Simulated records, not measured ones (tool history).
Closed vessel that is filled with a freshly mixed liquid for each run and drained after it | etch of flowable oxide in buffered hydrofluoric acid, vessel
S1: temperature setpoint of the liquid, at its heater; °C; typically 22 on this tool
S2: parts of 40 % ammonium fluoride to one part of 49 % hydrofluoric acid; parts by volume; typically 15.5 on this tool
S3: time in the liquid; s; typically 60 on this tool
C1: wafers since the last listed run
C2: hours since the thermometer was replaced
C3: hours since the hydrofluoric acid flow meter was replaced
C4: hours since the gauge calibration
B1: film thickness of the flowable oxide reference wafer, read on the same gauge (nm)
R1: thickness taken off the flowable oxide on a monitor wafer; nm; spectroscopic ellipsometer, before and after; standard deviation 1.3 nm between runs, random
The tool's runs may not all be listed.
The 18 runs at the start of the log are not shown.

run	hour	S1	S2	S3	C1	C2	C3	C4	B1	R1
19	398.1	22	15.5	60	3764	2508.6	532	686.6	49.99	179.9
20	412.7	22	15.5	60	1977	2523.2	546.6	701.2	50	180.96
# hour 423.6: thermometer replaced
21	434.2	26	12	75	2776	10.6	568.1	722.7	49.99	361.17
# hour 436: hydrofluoric acid flow meter replaced
22	467.2	22	15.5	80	4333	43.6	31.2	755.7	50	255
23	548.8	22	21	95	11050	125.2	112.8	837.3	49.99	227.26
24	576.8	19.5	11	95	3791	153.2	140.8	865.3	50	361.97
25	597.4	17.5	18.5	60	2789	173.8	161.4	885.9	50.03	120.56
26	627.1	24.5	11	40	4022	203.5	191.1	915.6	50.02	198.88
27	655.5	20	17.5	35	3846	231.9	219.5	944	49.99	86.78
# hour 658.4: gauge calibrated
28	707.7	22	13.5	85	7069	284.1	271.7	49.3	50.06	300.13
29	723.9	20	10.5	60	2193	300.3	287.9	65.5	50	242
30	744.9	22	15.5	60	2843	321.3	308.9	86.5	50.01	183.04
31	765.9	22	15.5	35	2843	342.3	329.9	107.5	50.02	108.25
32	794.5	24	15.5	60	3873	370.9	358.5	136.1	49.96	203.25
33	808.3	23.5	11.5	50	1868	384.7	372.3	149.9	50.02	223.4
34	824	22	13.5	85	2126	400.4	388	165.6	50.04	299.31

Each row is a separate what-if for the run after 34, all from the same tool condition, not one after another. Results?
A	824.7	22	15.5	30	94	401.1	388.7	166.3	?	?
B	824.7	25.5	19	80	94	401.1	388.7	166.3	?	?
C	824.7	22	11	40	94	401.1	388.7	166.3	?	?

run	B1	R1
A	50.01	91.63
B	50.01	242.16
C	50.01	171.03
Without the tool's hidden state the same runs would have given:
run	R1
A	95.71
B	252.98
C	178.58
